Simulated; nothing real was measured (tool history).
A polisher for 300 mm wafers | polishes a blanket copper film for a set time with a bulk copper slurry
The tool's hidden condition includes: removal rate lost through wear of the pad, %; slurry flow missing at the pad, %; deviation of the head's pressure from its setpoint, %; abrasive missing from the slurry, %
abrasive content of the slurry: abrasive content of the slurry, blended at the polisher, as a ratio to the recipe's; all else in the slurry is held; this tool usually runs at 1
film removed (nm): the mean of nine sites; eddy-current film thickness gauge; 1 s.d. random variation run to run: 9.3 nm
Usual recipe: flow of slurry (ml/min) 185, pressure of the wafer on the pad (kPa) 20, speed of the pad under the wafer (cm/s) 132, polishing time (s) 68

run,hour,flow of slurry (ml/min),pressure of the wafer on the pad (kPa),speed of the pad under the wafer (cm/s),abrasive content of the slurry,polishing time (s),wafers since the last listed run,wafers polished on this pad,hours since the slurry nozzle was cleaned,hours since the head pressure was calibrated,hours since the slurry blender was calibrated,"incoming thickness of the incoming film, nm",film removed (nm)
1,0,215,20,132,1.1,68,0,5205,643,294.5,120.4,2881.5,696.7
2,63.9,185,22.8,132,1,50,750,5956,706.9,358.4,184.3,2853.3,538.7
# hour 100.8: slurry nozzle cleaned
3,155.6,185,22.8,132,1,50,1065,7021,54.8,450.1,276,2900.4,552.2
4,202.7,185,22.8,132,1,50,553,7574,101.9,497.2,323.1,2849.2,554.5
5,299.6,185,20,132,1,68,1138,8712,198.8,594.1,420,2884,630.2
# hour 330.9: worn pad replaced by a new one
6,389.8,230,24.1,132,1.2,68,1012,691,289,684.3,510.2,2891.6,818.3
7,455,185,20,132,1,68,765,1457,354.2,749.5,575.4,2832,611.9
8,500.9,185,20,132,1,68,539,1996,400.1,795.4,621.3,2877.4,598.8
# hour 550.2: slurry blender recalibrated
9,606.5,185,20,110,0.85,57,1216,3213,505.7,901,56.3,2825.9,422.1
10,721.5,225,20,132,1,68,1350,4563,620.7,1016,171.3,2933.1,673.4
# hour 744.9: head pressure recalibrated
# hour 767.9: slurry nozzle cleaned
11,768.6,185,20,132,1,68,517,5081,0.7,23.7,218.4,2881.3,655.3
12,804.8,185,26.9,132,1,47,425,5506,36.9,59.9,254.6,2846.5,590.3
13,876.9,185,24.1,88,1.1,68,846,6353,109,132,326.7,2875.6,520.2
14,970.8,185,20,104,1.1,87,1102,7456,202.9,225.9,420.6,2881.7,658.7
15,1038.2,185,20,156,0.75,87,791,8248,270.3,293.3,488,2918.1,866.9
16,1090.7,185,20,132,1,68,616,8864,322.8,345.8,540.5,2863.3,610.5
# hour 1115.7: worn pad replaced by a new one
17,1162.9,185,20,132,1,68,801,554,395,418,612.7,2923.4,608.1
18,1228.1,185,25.5,146,1,68,765,1319,460.2,483.2,677.9,2880.5,841.7
# hour 1255.7: slurry blender recalibrated
19,1359.2,185,24.1,132,1,68,1516,2836,591.3,614.3,103.5,2894.6,778
# hour 1468.2: slurry nozzle cleaned
20,1625.5,185,14.5,132,0.85,68,3116,5952,157.3,880.6,369.8,2888.3,424.6
21,1686.9,185,20,132,1,68,721,6673,218.7,942,431.2,2883.7,618.3
22,1759.1,185,20,132,1,68,848,7521,290.9,1014.2,503.4,2868.8,613.6
# hour 1792.9: worn pad replaced by a new one
23,1807.4,185,20,90,1,68,520,169,339.2,1062.5,551.7,2902.8,404.2
# hour 1897.1: head pressure recalibrated
# hour 1900.5: slurry blender recalibrated
24,1902.2,225,17.2,150,1,78,1066,1236,434,5.1,1.7,2872.3,749.7
25,1971.6,185,20,110,0.85,57,815,2051,503.4,74.5,71.1,2875.8,426.6
26,2029.1,165,24.1,112,1,45,675,2726,560.9,132,128.6,2854.1,427
27,2068.4,155,20,106,0.85,87,461,3188,600.2,171.3,167.9,2890.8,614.6
# hour 2128: slurry nozzle cleaned
28,2151,225,20,132,0.85,91,958,4146,23,253.9,250.5,2842.2,842.2
29,2203.8,185,20,132,1.15,48,620,4767,75.8,306.7,303.3,2828.7,464.4

Below are 5 alternative next runs, each starting from the tool's condition after run 29. Predict each:
A,2204.2,185,20,132,1,48,4,4771,76.2,307.1,303.7,2856.1,?
B,2204.2,210,20,94,1.15,58,4,4771,76.2,307.1,303.7,2856.1,?
C,2204.2,145,20,120,1.2,68,4,4771,76.2,307.1,303.7,2856.1,?
D,2204.2,185,13.8,132,1,68,4,4771,76.2,307.1,303.7,2856.1,?
E,2204.2,135,24.1,132,1,68,4,4771,76.2,307.1,303.7,2856.1,?

run,film removed (nm)
A,456.7
B,416.7
C,592.7
D,446.2
E,735.5
Take away the tool's hidden state, keep each run's random variation, and the runs would have read:
run,film removed (nm)
A,473.2
B,432.1
C,614.7
D,462.3
E,762

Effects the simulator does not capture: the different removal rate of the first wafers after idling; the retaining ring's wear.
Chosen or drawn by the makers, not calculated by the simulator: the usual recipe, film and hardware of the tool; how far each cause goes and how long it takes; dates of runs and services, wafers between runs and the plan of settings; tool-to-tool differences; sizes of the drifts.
